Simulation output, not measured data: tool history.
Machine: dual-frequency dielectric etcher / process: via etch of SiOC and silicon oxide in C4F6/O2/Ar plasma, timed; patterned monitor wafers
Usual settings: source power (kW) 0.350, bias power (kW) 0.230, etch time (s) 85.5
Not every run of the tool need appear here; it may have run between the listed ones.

run	hour	source power (kW)	bias power (kW)	etch time (s)	wafers since the last listed run	hours since the last wet clean	hours since the last source power generator calibration	hours since the last bias power generator calibration	hours since the last upper electrode change	hours since the gauge calibration	read-back reference wafer on the same gauge, depth_nm	mean etch depth across the wafer (angstrom)
1	0.0	0.350	0.230	85.5	0	349.9	2792.3	2572.0	2506.3	1781.1	106.3	921
2	97.5	0.350	0.230	85.5	1282	447.4	2889.8	2669.5	2603.8	1878.6	106.5	914
# hour 157.3: wet clean of the chamber
3	174.7	0.350	0.230	85.5	699	17.4	2967.0	2746.7	2681.0	1955.8	106.3	938
# hour 214.1: upper electrode replaced
4	253.7	0.350	0.230	79.5	723	96.4	3046.0	2825.7	39.6	2034.8	106.3	868
5	325.0	0.350	0.230	79.5	938	167.7	3117.3	2897.0	110.9	2106.1	106.3	863
6	403.6	0.350	0.230	85.5	1034	246.3	3195.9	2975.6	189.5	2184.7	106.4	930
# hour 405.6: gauge calibrated
7	467.2	0.350	0.230	85.5	836	309.9	3259.5	3039.2	253.1	61.6	106.5	922
# hour 484.7: bias power generator calibrated
8	569.9	0.350	0.176	107.5	1298	412.6	3362.2	85.2	355.8	164.3	106.4	1065
9	639.5	0.260	0.230	72.5	915	482.2	3431.8	154.8	425.4	233.9	106.4	732
10	718.4	0.350	0.230	85.5	1038	561.1	3510.7	233.7	504.3	312.8	106.4	922
# hour 767.7: wet clean of the chamber
11	776.0	0.350	0.230	72.5	442	8.3	3568.3	291.3	561.9	370.4	106.5	798
12	815.8	0.310	0.280	85.5	523	48.1	3608.1	331.1	601.7	410.2	106.4	975
13	855.3	0.320	0.230	85.5	519	87.6	3647.6	370.6	641.2	449.7	106.5	914
14	1009.3	0.410	0.252	65.0	2026	241.6	3801.6	524.6	795.2	603.7	106.3	758
15	1070.5	0.350	0.276	85.5	805	302.8	3862.8	585.8	856.4	664.9	106.4	986
16	1132.8	0.350	0.247	85.5	819	365.1	3925.1	648.1	918.7	727.2	106.6	948
17	1183.7	0.270	0.230	98.5	669	416.0	3976.0	699.0	969.6	778.1	106.4	1001
# hour 1208.3: source power generator calibrated
18	1243.5	0.310	0.192	85.5	734	475.8	35.2	758.8	1029.4	837.9	106.4	844
# hour 1347.0: wet clean of the chamber
19	1347.5	0.350	0.269	85.5	1052	0.5	139.2	862.8	1133.4	941.9	106.3	1001
20	1372.9	0.350	0.172	111.0	334	25.9	164.6	888.2	1158.8	967.3	106.5	1108
21	1441.1	0.390	0.230	106.0	897	94.1	232.8	956.4	1227.0	1035.5	106.5	1193
22	1538.6	0.410	0.287	109.0	1282	191.6	330.3	1053.9	1324.5	1133.0	106.5	1344
23	1622.4	0.350	0.230	85.5	1102	275.4	414.1	1137.7	1408.3	1216.8	106.4	930
24	1672.3	0.350	0.230	85.5	656	325.3	464.0	1187.6	1458.2	1266.7	106.4	926
25	1767.8	0.350	0.230	94.5	1256	420.8	559.5	1283.1	1553.7	1362.2	106.4	1020
26	1848.1	0.350	0.230	85.5	1056	501.1	639.8	1363.4	1634.0	1442.5	106.2	918
# hour 1883.4: wet clean of the chamber
27	1903.5	0.350	0.263	85.5	413	20.1	695.2	1418.8	1689.4	1497.9	106.5	977
28	1972.9	0.330	0.192	67.0	913	89.5	764.6	1488.2	1758.8	1567.3	106.4	677

For some of the steps in mean etch depth across the wafer (angstrom) from one run to the next: how much would appear even if the tool had no hidden state, given the settings, what came in and random variation, and how much remains for the hidden state plus any gauge scatter that the measured result and the result without hidden state don't share?
Unlogged tool condition in this case: etch rate over this chamber's usual, %; source power that arrives over what is set, %; bias power that arrives over what is set, %; gauge reads high (%).
Run 2 -> 3: wet clean of the chamber. mean etch depth across the wafer (angstrom) +24: hidden state +22, all else +2.
Run 8 -> 9: source power (kW) 0.350 -> 0.260, bias power (kW) 0.176 -> 0.230, etch time (s) 107.5 -> 72.5. mean etch depth across the wafer (angstrom) -333: hidden state +4, all else -337.
Run 10 -> 11: etch time (s) 85.5 -> 72.5, wet clean of the chamber. mean etch depth across the wafer (angstrom) -124: hidden state +23, all else -147.
Run 22 -> 23: source power (kW) 0.410 -> 0.350, bias power (kW) 0.287 -> 0.230, etch time (s) 109.0 -> 85.5. mean etch depth across the wafer (angstrom) -414: hidden state +2, all else -416.
